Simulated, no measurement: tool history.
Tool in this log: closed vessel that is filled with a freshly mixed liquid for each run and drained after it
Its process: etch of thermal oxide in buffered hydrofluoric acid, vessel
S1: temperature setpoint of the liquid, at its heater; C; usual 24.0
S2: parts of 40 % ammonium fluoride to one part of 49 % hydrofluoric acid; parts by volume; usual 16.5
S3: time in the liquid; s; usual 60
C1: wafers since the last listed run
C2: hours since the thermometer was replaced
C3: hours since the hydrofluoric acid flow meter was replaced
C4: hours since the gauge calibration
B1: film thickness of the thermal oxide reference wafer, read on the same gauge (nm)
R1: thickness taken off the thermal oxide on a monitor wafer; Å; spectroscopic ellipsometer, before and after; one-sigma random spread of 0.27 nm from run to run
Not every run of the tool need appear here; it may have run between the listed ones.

Run 1, day 0.000: usual settings but S2 14.5 parts by volume; C1 0; C2 1729.3; C3 1630.5; C4 1152.5; B1 100.02. Result: R1 472.5 Å.
Run 2, day 1.692: usual settings but S2 14.5 parts by volume; C1 5511; C2 1769.9; C3 1671.1; C4 1193.1; B1 100.00. Result: R1 486.2 Å.
Run 3, day 2.912: usual settings but S2 19.0 parts by volume; C1 3977; C2 1799.2; C3 1700.4; C4 1222.4; B1 99.99. Result: R1 367.4 Å.
Run 4, day 4.729: usual settings; C1 5918; C2 1842.8; C3 1744.0; C4 1266.0; B1 100.01. Result: R1 420.7 Å.
Run 5, day 6.929: usual settings; C1 7167; C2 1895.6; C3 1796.8; C4 1318.8; B1 99.99. Result: R1 421.5 Å.
Run 6, day 9.267: usual settings; C1 7615; C2 1951.7; C3 1852.9; C4 1374.9; B1 100.01. Result: R1 426.0 Å.
Run 7, day 15.467: usual settings; C1 20200; C2 2100.5; C3 2001.7; C4 1523.7; B1 99.98. Result: R1 426.6 Å.
Run 8, day 18.258: usual settings; C1 9095; C2 2167.5; C3 2068.7; C4 1590.7; B1 100.00. Result: R1 420.8 Å.
Run 9, day 20.158: usual settings; C1 6190; C2 2213.1; C3 2114.3; C4 1636.3; B1 100.01. Result: R1 422.2 Å.
Run 10, day 22.121: usual settings; C1 6394; C2 2260.2; C3 2161.4; C4 1683.4; B1 100.00. Result: R1 421.3 Å.
At day 24.379: hydrofluoric acid flow meter replaced.
Run 11, day 24.971: usual settings; C1 9149; C2 2328.6; C3 14.2; C4 1751.8; B1 100.01. Result: R1 420.1 Å.
Run 12, day 27.638: usual settings; C1 8688; C2 2392.6; C3 78.2; C4 1815.8; B1 100.00. Result: R1 420.3 Å.
At day 27.750: thermometer replaced.
Run 13, day 28.746: usual settings; C1 3475; C2 23.9; C3 104.8; C4 1842.4; B1 99.99. Result: R1 422.5 Å.
Run 14, day 29.779: usual settings; C1 3366; C2 48.7; C3 129.6; C4 1867.2; B1 99.99. Result: R1 418.9 Å.
Run 15, day 32.383: usual settings but S3 35 s; C1 8484; C2 111.2; C3 192.1; C4 1929.7; B1 100.00. Result: R1 245.9 Å.
Run 16, day 35.058: usual settings; C1 8715; C2 175.4; C3 256.3; C4 1993.9; B1 100.00. Result: R1 418.8 Å.
Run 17, day 37.067: usual settings; C1 6543; C2 223.6; C3 304.5; C4 2042.1; B1 100.02. Result: R1 426.6 Å.
At day 37.992: gauge calibrated.
Run 18, day 38.512: usual settings but S2 19.5 parts by volume; C1 4710; C2 258.3; C3 339.2; C4 12.5; B1 100.00. Result: R1 362.0 Å.
Run 19, day 41.412: usual settings but S1 25.5 C, S3 40 s; C1 9448; C2 327.9; C3 408.8; C4 82.1; B1 99.99. Result: R1 305.9 Å.
Run 20, day 42.908: usual settings but S1 20.0 C, S2 22.5 parts by volume, S3 75 s; C1 4873; C2 363.8; C3 444.7; C4 118.0; B1 100.00. Result: R1 321.0 Å.
Run 21, day 48.346: usual settings but S1 22.0 C, S2 18.5 parts by volume, S3 90 s; C1 17716; C2 494.3; C3 575.2; C4 248.5; B1 100.00. Result: R1 503.6 Å.
Run 22, day 50.275: usual settings but S1 27.0 C, S2 12.0 parts by volume; C1 6285; C2 540.6; C3 621.5; C4 294.8; B1 100.00. Result: R1 682.9 Å.
Run 23, day 52.871: usual settings but S2 11.5 parts by volume, S3 50 s; C1 8457; C2 602.9; C3 683.8; C4 357.1; B1 100.00. Result: R1 500.3 Å.
Run 24, day 54.429: usual settings but S1 21.0 C, S2 20.0 parts by volume, S3 30 s; C1 5077; C2 640.3; C3 721.2; C4 394.5; B1 100.00. Result: R1 147.5 Å.
Run 25, day 56.846: usual settings but S1 28.0 C, S2 21.5 parts by volume; C1 7873; C2 698.3; C3 779.2; C4 452.5; B1 100.01. Result: R1 412.3 Å.
Run 26, day 59.779: usual settings; C1 9557; C2 768.7; C3 849.6; C4 522.9; B1 99.99. Result: R1 424.6 Å.
Run 27, day 62.446: usual settings but S2 23.0 parts by volume; C1 8688; C2 832.7; C3 913.6; C4 586.9; B1 100.00. Result: R1 317.6 Å.
Run 28, day 65.321: usual settings but S1 25.5 C, S3 40 s; C1 9367; C2 901.7; C3 982.6; C4 655.9; B1 100.03. Result: R1 308.1 Å.
Run 29, day 66.396: usual settings but S1 28.5 C, S2 12.5 parts by volume, S3 40 s; C1 3502; C2 927.5; C3 1008.4; C4 681.7; B1 100.01. Result: R1 471.1 Å.
Run 30, day 69.125: usual settings but S1 28.5 C, S2 19.5 parts by volume, S3 35 s; C1 8892; C2 993.0; C3 1073.9; C4 747.2; B1 100.00. Result: R1 264.6 Å.
Run 31, day 70.988: usual settings but S2 13.5 parts by volume; C1 6068; C2 1037.7; C3 1118.6; C4 791.9; B1 100.00. Result: R1 512.7 Å.
Run 32, day 78.933: usual settings but S2 18.5 parts by volume, S3 50 s; C1 25888; C2 1228.4; C3 1309.3; C4 982.6; B1 100.02. Result: R1 312.4 Å.
Run 33, day 81.512: usual settings but S1 26.0 C, S2 18.5 parts by volume; C1 8403; C2 1290.3; C3 1371.2; C4 1044.5; B1 100.00. Result: R1 417.4 Å.

Alternative continuations, all from the tool just after run 33; predict every row:
Run A, day 81.542: usual settings; C1 95; C2 1291.0; C3 1371.9; C4 1045.2; B1 ?. Result: R1 ?.
Run B, day 81.542: usual settings but S1 19.5 C, S3 30 s; C1 95; C2 1291.0; C3 1371.9; C4 1045.2; B1 ?. Result: R1 ?.
Run C, day 81.542: usual settings but S1 20.5 C, S3 75 s; C1 95; C2 1291.0; C3 1371.9; C4 1045.2; B1 ?. Result: R1 ?.
Run D, day 81.542: usual settings but S1 20.0 C, S2 14.0 parts by volume; C1 95; C2 1291.0; C3 1371.9; C4 1045.2; B1 ?. Result: R1 ?.

run      B1     R1
  A  100.00  424.8
  B  100.00  165.5
  C  100.00  437.6
  D  100.00  400.1
The same runs, with their run-to-run variation unchanged, on a tool lacking any hidden condition would have given:
run     R1
  A  424.8
  B  165.5
  C  437.6
  D  400.1

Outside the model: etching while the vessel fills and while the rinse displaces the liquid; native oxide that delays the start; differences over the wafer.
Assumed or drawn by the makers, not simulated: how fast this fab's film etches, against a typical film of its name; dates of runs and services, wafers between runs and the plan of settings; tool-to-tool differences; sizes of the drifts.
